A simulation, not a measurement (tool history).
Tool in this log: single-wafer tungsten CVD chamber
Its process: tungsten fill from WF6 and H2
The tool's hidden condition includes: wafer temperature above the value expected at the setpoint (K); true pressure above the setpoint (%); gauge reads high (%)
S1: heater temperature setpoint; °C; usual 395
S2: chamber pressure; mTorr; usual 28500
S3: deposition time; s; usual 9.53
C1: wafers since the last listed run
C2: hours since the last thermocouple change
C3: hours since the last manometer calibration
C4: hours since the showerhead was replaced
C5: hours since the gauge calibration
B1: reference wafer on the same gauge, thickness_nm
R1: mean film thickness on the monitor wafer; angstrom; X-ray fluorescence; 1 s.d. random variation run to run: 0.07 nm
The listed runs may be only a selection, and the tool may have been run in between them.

run	day	S1	S2	S3	C1	C2	C3	C4	C5	B1	R1
1	0	395	28500	9.53	0	2660.3	1964.9	4625.1	130.7	21.699	206.68
2	2.629	395	28500	9.53	1781	2723.4	2028	4688.2	193.8	21.726	205.27
3	4.088	395	28500	9.53	987	2758.4	2063	4723.2	228.8	21.688	206.82
4	5.358	395	28500	9.53	860	2788.9	2093.5	4753.7	259.3	21.693	204.07
# day 6.917: thermocouple changed; heater temperature recalibrated
5	6.938	395	28500	9.53	844	0.5	2131.4	4791.6	297.2	21.702	219.38
6	7.35	395	28500	9.53	279	10.4	2141.3	4801.5	307.1	21.695	219.69
7	8.167	395	28500	9.53	553	30	2160.9	4821.1	326.7	21.699	219.02
# day 9.088: capacitance manometer re-zeroed and calibrated
8	9.108	395	28500	9.53	412	52.6	0.5	4843.7	349.3	21.687	217.87
9	10.033	395	28500	9.53	626	74.8	22.7	4865.9	371.5	21.69	218.68
10	11.408	395	28500	9.53	931	107.8	55.7	4898.9	404.5	21.694	216.78
11	12.254	389	28500	9.53	573	128.1	76	4919.2	424.8	21.697	195.86
# day 13.458: showerhead replaced, of another model than before
12	13.479	395	28500	9.53	604	157.5	105.4	0.5	454.2	21.704	216.65
13	13.867	395	25900	8.18	262	166.8	114.7	9.8	463.5	21.69	174.39
# day 14.254: gauge calibrated
14	14.746	395	21600	9.53	595	187.9	135.8	30.9	11.8	21.711	181.87
15	17.142	399	30600	9.53	1623	245.4	193.3	88.4	69.3	21.709	237.9
16	18.188	408	28500	9.53	708	270.5	218.4	113.5	94.4	21.678	263.61

Forecast each of these 5 alternatives for the next run:
A	18.204	395	28500	9.53	11	270.9	218.8	113.9	94.8	?	?
B	18.204	395	24700	9.53	11	270.9	218.8	113.9	94.8	?	?
C	18.204	390	23800	8.58	11	270.9	218.8	113.9	94.8	?	?
D	18.204	395	33800	8.82	11	270.9	218.8	113.9	94.8	?	?
E	18.204	382	25200	8.29	11	270.9	218.8	113.9	94.8	?	?

run	B1	R1
A	21.693	214.39
B	21.693	196.9
C	21.693	159.2
D	21.693	218.54
E	21.693	138.53
With the hidden condition removed and each run's random variation left untouched, the same runs would have given:
run	R1
A	222.08
B	203.97
C	165.08
D	226.38
E	143.8
